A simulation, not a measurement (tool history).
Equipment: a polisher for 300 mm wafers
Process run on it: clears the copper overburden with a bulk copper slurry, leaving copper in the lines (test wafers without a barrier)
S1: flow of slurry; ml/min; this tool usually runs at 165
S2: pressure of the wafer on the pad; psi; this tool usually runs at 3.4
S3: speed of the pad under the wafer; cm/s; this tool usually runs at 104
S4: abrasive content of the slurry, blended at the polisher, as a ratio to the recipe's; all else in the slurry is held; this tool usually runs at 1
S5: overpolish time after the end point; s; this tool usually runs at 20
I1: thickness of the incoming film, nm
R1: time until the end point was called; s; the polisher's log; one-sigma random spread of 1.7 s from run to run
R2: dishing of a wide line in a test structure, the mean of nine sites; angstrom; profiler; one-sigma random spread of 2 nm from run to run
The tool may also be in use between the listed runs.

run,hour,S1,S2,S3,S4,S5,I1,R1,R2
1,0,165,3.4,104,0.9,20,1020.8,115.1,942
2,16.8,165,3.4,104,0.9,20,1024.3,114.4,945
3,32.4,165,3.4,104,0.9,20,1030.6,118.7,933
4,48.1,165,3.4,104,1,20,1006.3,115.1,950
# hour 81.1: worn pad replaced by a new one
# hour 91.7: slurry blender recalibrated
5,92.2,165,3.4,104,1,20,1019.1,105.9,989
6,104.1,165,3.4,104,1,20,1022.5,108.5,933
7,117.4,165,3.4,104,1,20,1012.2,109.7,914
8,125.2,165,3.4,104,1,20,1020.5,109.9,940
9,139,165,3.4,104,1,20,1019.3,111.2,903
10,149.5,165,2.6,104,1,20,1036.9,149.5,724
# hour 156.5: slurry nozzle cleaned
11,165.4,210,4,104,1,9,1022,93.6,605
# hour 172.5: head pressure recalibrated
12,173,165,3.4,124,1,23,1006.6,94.9,1097
13,188.3,165,3.4,104,1,32,1015,109.8,1166
# hour 197.9: worn pad replaced by a new one
14,198.4,165,3.4,104,1,20,1017,103.4,1002
15,204.6,165,3.4,104,1,20,1025,104.7,931
16,211.5,165,3.4,122,1,32,1020,88.8,1267
17,219.8,190,3.4,130,1,20,1019.2,82.8,1069

5 options for the next run, each taken on its own from the tool as it stands now. Forecast them:
A,220.3,165,3.4,104,0.8,20,1032,?,?
B,220.3,115,3.4,104,0.9,20,1032,?,?
C,220.3,165,2.6,134,0.8,20,1032,?,?
D,220.3,165,3.4,104,1,23,1032,?,?
E,220.3,165,4.1,118,1.2,20,1032,?,?

run,R1,R2
A,110.5,887
B,111.5,883
C,112.1,836
D,105.1,986
E,73.7,1140
Without the tool's unlogged condition, the same runs would have read:
run,R1,R2
A,104.1,918
B,105.1,914
C,105.7,863
D,99.1,1016
E,69.5,1171
